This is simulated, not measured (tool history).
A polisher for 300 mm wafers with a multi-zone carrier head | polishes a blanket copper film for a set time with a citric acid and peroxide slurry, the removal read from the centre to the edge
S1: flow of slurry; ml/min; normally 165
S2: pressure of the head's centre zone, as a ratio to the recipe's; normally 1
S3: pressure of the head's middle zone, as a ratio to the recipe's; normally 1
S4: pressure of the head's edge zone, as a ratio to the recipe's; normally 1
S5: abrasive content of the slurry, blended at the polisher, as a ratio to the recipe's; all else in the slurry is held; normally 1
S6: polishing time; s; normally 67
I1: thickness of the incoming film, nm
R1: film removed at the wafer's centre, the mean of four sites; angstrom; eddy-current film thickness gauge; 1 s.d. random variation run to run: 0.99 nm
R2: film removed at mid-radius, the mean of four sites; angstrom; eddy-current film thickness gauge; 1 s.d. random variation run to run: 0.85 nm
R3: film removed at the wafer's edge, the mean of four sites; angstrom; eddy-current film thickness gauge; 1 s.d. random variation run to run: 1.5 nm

Run 1, hour 0: usual settings; I1 750.5. Result: R1 1216 angstrom, R2 1196 angstrom, R3 1224 angstrom.
At hour 26.9: worn pad replaced by a new one.
Run 2, hour 48.4: usual settings; I1 753.4. Result: R1 1234 angstrom, R2 1186 angstrom, R3 1251 angstrom.
Run 3, hour 73.2: usual settings; I1 739. Result: R1 1217 angstrom, R2 1202 angstrom, R3 1236 angstrom.
Run 4, hour 102.7: usual settings; I1 739.7. Result: R1 1217 angstrom, R2 1198 angstrom, R3 1235 angstrom.
Run 5, hour 162.2: usual settings; I1 757.4. Result: R1 1220 angstrom, R2 1193 angstrom, R3 1242 angstrom.
Run 6, hour 230.8: usual settings; I1 747.6. Result: R1 1179 angstrom, R2 1168 angstrom, R3 1214 angstrom.
At hour 236.2: worn pad replaced by a new one.
Run 7, hour 269.6: usual settings; I1 758.1. Result: R1 1183 angstrom, R2 1176 angstrom, R3 1220 angstrom.
At hour 282.3: edge zone pressure recalibrated.
Run 8, hour 332.7: usual settings; I1 751.2. Result: R1 1178 angstrom, R2 1147 angstrom, R3 1249 angstrom.
At hour 342.1: slurry nozzle cleaned.
At hour 354.9: carrier head's membrane replaced by a new one.
Run 9, hour 399.2: usual settings; I1 750.4. Result: R1 1266 angstrom, R2 1221 angstrom, R3 1284 angstrom.
At hour 407: worn pad replaced by a new one.
Run 10, hour 456.2: usual settings but S2 1.1, S6 90 s; I1 752.6. Result: R1 1842 angstrom, R2 1635 angstrom, R3 1713 angstrom.
Run 11, hour 482.7: usual settings but S5 1.15; I1 748.5. Result: R1 1298 angstrom, R2 1265 angstrom, R3 1331 angstrom.
Run 12, hour 507.4: usual settings but S2 1.1, S6 90 s; I1 763.7. Result: R1 1838 angstrom, R2 1648 angstrom, R3 1705 angstrom.
At hour 571.7: worn pad replaced by a new one.
Run 13, hour 574: usual settings but S2 1.04, S5 1.1, S6 55 s; I1 755.8. Result: R1 1094 angstrom, R2 1026 angstrom, R3 1050 angstrom.
Run 14, hour 628.2: usual settings but S3 0.97; I1 761.2. Result: R1 1250 angstrom, R2 1168 angstrom, R3 1263 angstrom.
Run 15, hour 664.4: usual settings but S1 130 ml/min, S3 1.04, S4 1.1; I1 741.3. Result: R1 1176 angstrom, R2 1182 angstrom, R3 1280 angstrom.
At hour 683.3: centre zone pressure recalibrated.
Run 16, hour 712.3: usual settings; I1 744.5. Result: R1 1228 angstrom, R2 1218 angstrom, R3 1274 angstrom.
At hour 734.3: worn pad replaced by a new one.
Run 17, hour 743.6: usual settings; I1 758.9. Result: R1 1240 angstrom, R2 1199 angstrom, R3 1232 angstrom.
Run 18, hour 768: usual settings but S2 1.07, S4 1.05, S5 1.15, S6 45 s; I1 747.1. Result: R1 931 angstrom, R2 837 angstrom, R3 895 angstrom.
Run 19, hour 832.8: usual settings but S1 110 ml/min, S2 0.92, S4 1.08; I1 751.1. Result: R1 1007 angstrom, R2 1074 angstrom, R3 1213 angstrom.
Run 20, hour 898.1: usual settings; I1 748. Result: R1 1224 angstrom, R2 1214 angstrom, R3 1241 angstrom.

5 options for the next run, each taken on its own from the tool as it stands now. Forecast them:
Run A, hour 898.5: usual settings; I1 752.1. Result: R1 ?, R2 ?, R3 ?.
Run B, hour 898.5: usual settings but S2 0.89, S5 0.8; I1 752.1. Result: R1 ?, R2 ?, R3 ?.
Run C, hour 898.5: usual settings but S4 1.1; I1 752.1. Result: R1 ?, R2 ?, R3 ?.
Run D, hour 898.5: usual settings but S1 120 ml/min, S2 0.89, S3 0.92; I1 752.1. Result: R1 ?, R2 ?, R3 ?.
Run E, hour 898.5: usual settings but S2 1.1, S3 1.12, S4 1.1; I1 752.1. Result: R1 ?, R2 ?, R3 ?.

run    R1    R2    R3
  A  1223  1184  1262
  B  1029  1121  1194
  C  1223  1184  1321
  D   987  1023  1191
  E  1347  1290  1319
With the hidden condition removed and each run's random variation left untouched, the same runs would have given:
run    R1    R2    R3
  A  1260  1215  1286
  B  1061  1151  1217
  C  1260  1215  1346
  D  1030  1062  1222
  E  1388  1324  1344

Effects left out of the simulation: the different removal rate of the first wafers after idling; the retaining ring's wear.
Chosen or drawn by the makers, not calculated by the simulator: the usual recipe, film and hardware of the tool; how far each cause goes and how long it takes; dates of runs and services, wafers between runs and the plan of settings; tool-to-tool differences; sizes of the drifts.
